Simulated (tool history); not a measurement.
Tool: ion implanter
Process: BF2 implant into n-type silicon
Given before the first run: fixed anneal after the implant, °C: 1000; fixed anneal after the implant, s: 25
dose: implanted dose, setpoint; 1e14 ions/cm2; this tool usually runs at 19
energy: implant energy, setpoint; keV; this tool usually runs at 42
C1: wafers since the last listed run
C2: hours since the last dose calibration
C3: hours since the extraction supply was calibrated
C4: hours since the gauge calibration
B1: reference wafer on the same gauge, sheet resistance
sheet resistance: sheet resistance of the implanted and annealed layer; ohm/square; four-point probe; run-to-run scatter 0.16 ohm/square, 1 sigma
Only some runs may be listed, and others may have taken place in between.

{"run": 1, "hour": 0.0, "dose": 19, "energy": 42, "C1": 0, "C2": 1134.8, "C3": 5936.8, "C4": 108.9, "B1": 116.03, "sheet resistance": 109.6}
{"run": 2, "hour": 14.0, "dose": 19, "energy": 42, "C1": 300, "C2": 1148.8, "C3": 5950.8, "C4": 122.9, "B1": 116.01, "sheet resistance": 109.54}
{"run": 3, "hour": 23.6, "dose": 19, "energy": 42, "C1": 205, "C2": 1158.4, "C3": 5960.4, "C4": 132.5, "B1": 116, "sheet resistance": 109.63}
{"hour": 35.1, "done": "gauge calibrated"}
{"run": 4, "hour": 36.1, "dose": 19, "energy": 42, "C1": 267, "C2": 1170.9, "C3": 5972.9, "C4": 1, "B1": 116.03, "sheet resistance": 109.51}
{"run": 5, "hour": 47.3, "dose": 19, "energy": 42, "C1": 240, "C2": 1182.1, "C3": 5984.1, "C4": 12.2, "B1": 115.98, "sheet resistance": 109.58}
{"run": 6, "hour": 63.7, "dose": 19, "energy": 42, "C1": 351, "C2": 1198.5, "C3": 6000.5, "C4": 28.6, "B1": 116.02, "sheet resistance": 109.53}
{"run": 7, "hour": 81.5, "dose": 19, "energy": 42, "C1": 381, "C2": 1216.3, "C3": 6018.3, "C4": 46.4, "B1": 116.01, "sheet resistance": 109.53}
{"run": 8, "hour": 99.0, "dose": 19, "energy": 36.5, "C1": 375, "C2": 1233.8, "C3": 6035.8, "C4": 63.9, "B1": 115.99, "sheet resistance": 117.41}
{"hour": 108.2, "done": "extraction supply calibrated"}
{"run": 9, "hour": 114.8, "dose": 19, "energy": 36.5, "C1": 167, "C2": 1249.6, "C3": 6.6, "C4": 79.7, "B1": 116.01, "sheet resistance": 117.57}
{"run": 10, "hour": 129.8, "dose": 16.48, "energy": 42, "C1": 321, "C2": 1264.6, "C3": 21.6, "C4": 94.7, "B1": 115.97, "sheet resistance": 111.97}
{"run": 11, "hour": 143.0, "dose": 24.58, "energy": 42, "C1": 282, "C2": 1277.8, "C3": 34.8, "C4": 107.9, "B1": 115.99, "sheet resistance": 107.01}
{"hour": 162.0, "done": "Faraday cup replaced and dose calibrated"}
{"run": 12, "hour": 162.5, "dose": 14.56, "energy": 47.5, "C1": 246, "C2": 0.5, "C3": 54.3, "C4": 127.4, "B1": 115.96, "sheet resistance": 109.07}
{"run": 13, "hour": 171.4, "dose": 21.55, "energy": 47.5, "C1": 190, "C2": 9.4, "C3": 63.2, "C4": 136.3, "B1": 115.99, "sheet resistance": 101.1}
{"run": 14, "hour": 181.8, "dose": 24.37, "energy": 29.5, "C1": 222, "C2": 19.8, "C3": 73.6, "C4": 146.7, "B1": 116.03, "sheet resistance": 127.97}
{"hour": 186.9, "done": "gauge calibrated"}
{"run": 15, "hour": 193.2, "dose": 15.61, "energy": 47, "C1": 244, "C2": 31.2, "C3": 85, "C4": 6.3, "B1": 115.98, "sheet resistance": 107.62}
{"run": 16, "hour": 209.4, "dose": 20.67, "energy": 51, "C1": 347, "C2": 47.4, "C3": 101.2, "C4": 22.5, "B1": 116, "sheet resistance": 97.88}
{"run": 17, "hour": 218.8, "dose": 24.4, "energy": 28.5, "C1": 201, "C2": 56.8, "C3": 110.6, "C4": 31.9, "B1": 115.99, "sheet resistance": 130.08}

The next listed run, before its measurement:
{"run": 18, "hour": 230.5, "dose": 17.14, "energy": 31.5, "C1": 250, "C2": 68.5, "C3": 122.3, "C4": 43.6, "B1": "?", "sheet resistance": "?"}

B1: 116.03
sheet resistance: 128.1 ohm/square
The same run, on a tool lacking any hidden state, would have yielded sheet resistance 128.1 ohm/square.

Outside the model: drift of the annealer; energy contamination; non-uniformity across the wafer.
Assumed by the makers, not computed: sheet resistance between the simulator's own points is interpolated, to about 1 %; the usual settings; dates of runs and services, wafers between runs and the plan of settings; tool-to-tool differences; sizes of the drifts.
